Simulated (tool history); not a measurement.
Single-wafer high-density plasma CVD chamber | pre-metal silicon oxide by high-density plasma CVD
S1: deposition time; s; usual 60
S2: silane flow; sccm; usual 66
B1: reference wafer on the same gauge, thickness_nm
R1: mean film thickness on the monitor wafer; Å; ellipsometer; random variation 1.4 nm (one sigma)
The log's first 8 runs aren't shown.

| run | hour | S1 | S2 | B1 | R1 |
|---|---|---|---|---|---|
| 9 | 163.8 | 60 | 66 | 396.38 | 3714.07 |
| 10 | 185.5 | 60 | 66 | 396.166 | 3715.41 |
| 11 | 200.1 | 60 | 66 | 396.555 | 3712.93 |
| 12 | 214.4 | 60 | 72 | 396.183 | 4013.78 |
| 13 | 242.8 | 60 | 72 | 396.582 | 3945.82 |
| 14 | 257.2 | 60 | 66 | 396.125 | 3713.57 |
| 15 | 281.3 | 62.7 | 66 | 396.252 | 3876.16 |
| 16 | 307.3 | 57.6 | 66 | 396.48 | 3577.91 |
|  | 319.6 | silane flow controller replaced |
| 17 | 324.4 | 51.3 | 70 | 395.938 | 3309.38 |
| 18 | 339.8 | 67.8 | 59 | 396.282 | 3852.7 |
| 19 | 359.9 | 60 | 79 | 396.95 | 4308.45 |
| 20 | 376.1 | 65.4 | 66 | 395.494 | 4059.35 |
| 21 | 396.3 | 67.4 | 77 | 395.942 | 4706.84 |
|  | 416.5 | gauge calibrated |
| 22 | 429.4 | 60 | 66 | 396.798 | 3713.33 |
| 23 | 452.5 | 53.9 | 78 | 395.58 | 3808.93 |
| 24 | 475.4 | 65.2 | 75 | 396.042 | 4466.14 |
| 25 | 499.8 | 60 | 66 | 395.855 | 3732.01 |
| 26 | 526.4 | 60 | 74 | 396.11 | 4070.95 |
| 27 | 558 | 60 | 66 | 395.845 | 3690.1 |
| 28 | 571.6 | 52.5 | 66 | 395.731 | 3272.15 |
| 29 | 598.6 | 60 | 66 | 395.714 | 3715.68 |
| 30 | 626.6 | 60 | 66 | 395.34 | 3722.98 |
| 31 | 643.4 | 60 | 66 | 395.948 | 3707.86 |
| 32 | 675.3 | 60 | 66 | 395.844 | 3708.37 |
| 33 | 702.5 | 63.1 | 57 | 396.42 | 3527.18 |

4 ways to go on from here, each from the tool as it stands after run 33. What would each give?
| A | 702.9 | 60 | 54 | ? | ? |
| B | 702.9 | 68.2 | 55 | ? | ? |
| C | 702.9 | 66.9 | 74 | ? | ? |
| D | 702.9 | 52.1 | 57 | ? | ? |

| run | B1 | R1 |
|---|---|---|
| A | 395.877 | 3188.33 |
| B | 395.877 | 3672.79 |
| C | 395.877 | 4510.9 |
| D | 395.877 | 2880.2 |
Without the tool's hidden state the same runs would have given:
| run | R1 |
|---|---|
| A | 3188.33 |
| B | 3672.79 |
| C | 4510.9 |
| D | 2880.2 |

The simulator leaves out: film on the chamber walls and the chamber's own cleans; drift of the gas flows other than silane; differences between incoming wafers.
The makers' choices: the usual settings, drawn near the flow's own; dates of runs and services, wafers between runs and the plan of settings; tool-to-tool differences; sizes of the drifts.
